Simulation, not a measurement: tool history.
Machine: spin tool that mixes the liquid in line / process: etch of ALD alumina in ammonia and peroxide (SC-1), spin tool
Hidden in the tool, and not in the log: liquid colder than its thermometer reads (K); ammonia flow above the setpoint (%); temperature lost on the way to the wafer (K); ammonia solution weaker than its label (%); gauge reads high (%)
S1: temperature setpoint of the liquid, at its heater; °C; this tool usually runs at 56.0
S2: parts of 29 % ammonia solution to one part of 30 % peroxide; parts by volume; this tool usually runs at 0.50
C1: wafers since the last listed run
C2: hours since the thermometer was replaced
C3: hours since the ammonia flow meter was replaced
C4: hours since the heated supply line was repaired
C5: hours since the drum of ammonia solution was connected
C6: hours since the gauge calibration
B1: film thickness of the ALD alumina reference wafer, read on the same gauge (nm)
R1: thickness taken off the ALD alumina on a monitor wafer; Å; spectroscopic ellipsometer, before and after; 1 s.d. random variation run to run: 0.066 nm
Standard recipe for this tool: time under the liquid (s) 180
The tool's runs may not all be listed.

run 1 hour=0.0 | S1=56.0 S2=0.50 time_under_the_liquid_(s)=215 | C1=0 C2=2380.6 C3=396.9 C4=242.8 C5=84.6 C6=712.5 | B1=60.01 | R1=104.7
-- hour=25.2 gauge calibrated
run 2 hour=28.7 | S1=56.0 S2=0.50 time_under_the_liquid_(s)=215 | C1=283 C2=2409.3 C3=425.6 C4=271.5 C5=113.3 C6=3.5 | B1=59.99 | R1=105.8
-- hour=39.5 thermometer replaced
run 3 hour=57.1 | S1=56.0 S2=0.40 time_under_the_liquid_(s)=250 | C1=270 C2=17.6 C3=454.0 C4=299.9 C5=141.7 C6=31.9 | B1=60.03 | R1=121.8
run 4 hour=91.3 | S1=56.0 S2=0.65 time_under_the_liquid_(s)=180 | C1=338 C2=51.8 C3=488.2 C4=334.1 C5=175.9 C6=66.1 | B1=60.01 | R1=89.9
-- hour=96.6 ammonia flow meter replaced
run 5 hour=106.4 | S1=53.5 S2=0.60 time_under_the_liquid_(s)=280 | C1=139 C2=66.9 C3=9.8 C4=349.2 C5=191.0 C6=81.2 | B1=60.02 | R1=121.7
run 6 hour=136.4 | S1=56.0 S2=0.50 time_under_the_liquid_(s)=180 | C1=296 C2=96.9 C3=39.8 C4=379.2 C5=221.0 C6=111.2 | B1=59.99 | R1=89.0
run 7 hour=162.8 | S1=56.0 S2=0.50 time_under_the_liquid_(s)=180 | C1=261 C2=123.3 C3=66.2 C4=405.6 C5=247.4 C6=137.6 | B1=60.01 | R1=90.3
run 8 hour=181.7 | S1=56.0 S2=0.50 time_under_the_liquid_(s)=180 | C1=186 C2=142.2 C3=85.1 C4=424.5 C5=266.3 C6=156.5 | B1=59.99 | R1=88.6
run 9 hour=200.1 | S1=56.0 S2=0.50 time_under_the_liquid_(s)=180 | C1=181 C2=160.6 C3=103.5 C4=442.9 C5=284.7 C6=174.9 | B1=60.02 | R1=89.6
run 10 hour=223.1 | S1=56.0 S2=0.50 time_under_the_liquid_(s)=180 | C1=227 C2=183.6 C3=126.5 C4=465.9 C5=307.7 C6=197.9 | B1=60.01 | R1=88.4
run 11 hour=256.1 | S1=53.5 S2=0.45 time_under_the_liquid_(s)=145 | C1=326 C2=216.6 C3=159.5 C4=498.9 C5=340.7 C6=230.9 | B1=60.02 | R1=62.6
run 12 hour=285.7 | S1=56.0 S2=0.50 time_under_the_liquid_(s)=180 | C1=292 C2=246.2 C3=189.1 C4=528.5 C5=370.3 C6=260.5 | B1=60.00 | R1=89.6
run 13 hour=306.6 | S1=49.5 S2=0.70 time_under_the_liquid_(s)=180 | C1=206 C2=267.1 C3=210.0 C4=549.4 C5=391.2 C6=281.4 | B1=60.00 | R1=65.0
run 14 hour=328.5 | S1=46.0 S2=0.60 time_under_the_liquid_(s)=240 | C1=216 C2=289.0 C3=231.9 C4=571.3 C5=413.1 C6=303.3 | B1=60.01 | R1=69.2
run 15 hour=354.1 | S1=48.5 S2=0.30 time_under_the_liquid_(s)=225 | C1=253 C2=314.6 C3=257.5 C4=596.9 C5=438.7 C6=328.9 | B1=59.98 | R1=71.4
run 16 hour=374.0 | S1=48.5 S2=0.65 time_under_the_liquid_(s)=150 | C1=196 C2=334.5 C3=277.4 C4=616.8 C5=458.6 C6=348.8 | B1=60.00 | R1=50.9
-- hour=379.8 new drum of ammonia solution connected
run 17 hour=392.5 | S1=63.5 S2=0.30 time_under_the_liquid_(s)=180 | C1=173 C2=353.0 C3=295.9 C4=635.3 C5=12.7 C6=367.3 | B1=59.97 | R1=124.9
run 18 hour=420.0 | S1=56.0 S2=0.60 time_under_the_liquid_(s)=265 | C1=271 C2=380.5 C3=323.4 C4=662.8 C5=40.2 C6=394.8 | B1=59.99 | R1=133.5
run 19 hour=452.3 | S1=56.0 S2=0.50 time_under_the_liquid_(s)=180 | C1=319 C2=412.8 C3=355.7 C4=695.1 C5=72.5 C6=427.1 | B1=59.99 | R1=89.3
run 20 hour=466.9 | S1=56.0 S2=0.65 time_under_the_liquid_(s)=105 | C1=144 C2=427.4 C3=370.3 C4=709.7 C5=87.1 C6=441.7 | B1=60.02 | R1=52.7
run 21 hour=488.5 | S1=56.0 S2=0.50 time_under_the_liquid_(s)=105 | C1=213 C2=449.0 C3=391.9 C4=731.3 C5=108.7 C6=463.3 | B1=59.98 | R1=52.0
run 22 hour=503.0 | S1=56.0 S2=0.65 time_under_the_liquid_(s)=255 | C1=143 C2=463.5 C3=406.4 C4=745.8 C5=123.2 C6=477.8 | B1=60.02 | R1=131.6
run 23 hour=519.4 | S1=51.5 S2=0.25 time_under_the_liquid_(s)=180 | C1=162 C2=479.9 C3=422.8 C4=762.2 C5=139.6 C6=494.2 | B1=60.01 | R1=65.8
-- hour=528.7 ammonia flow meter replaced
run 24 hour=541.0 | S1=56.0 S2=0.40 time_under_the_liquid_(s)=260 | C1=203 C2=501.5 C3=12.3 C4=783.8 C5=161.2 C6=515.8 | B1=60.01 | R1=127.2
run 25 hour=557.1 | S1=56.0 S2=0.50 time_under_the_liquid_(s)=130 | C1=159 C2=517.6 C3=28.4 C4=799.9 C5=177.3 C6=531.9 | B1=60.01 | R1=63.6
run 26 hour=581.4 | S1=63.0 S2=0.50 time_under_the_liquid_(s)=180 | C1=240 C2=541.9 C3=52.7 C4=824.2 C5=201.6 C6=556.2 | B1=60.01 | R1=126.4

3 ways to go on from here, each from the tool as it stands after run 26. What would each give?
run A hour=581.9 | S1=56.0 S2=0.50 time_under_the_liquid_(s)=180 | C1=4 C2=542.4 C3=53.2 C4=824.7 C5=202.1 C6=556.7 | B1=? | R1=?
run B hour=581.9 | S1=60.0 S2=0.75 time_under_the_liquid_(s)=110 | C1=4 C2=542.4 C3=53.2 C4=824.7 C5=202.1 C6=556.7 | B1=? | R1=?
run C hour=581.9 | S1=62.0 S2=0.45 time_under_the_liquid_(s)=105 | C1=4 C2=542.4 C3=53.2 C4=824.7 C5=202.1 C6=556.7 | B1=? | R1=?

run=A B1=59.99 R1=90.1
run=B B1=59.99 R1=70.4
run=C B1=59.99 R1=71.0
What these runs would have given with no unlogged condition in the tool:
run=A R1=90.1
run=B R1=70.4
run=C R1=71.0
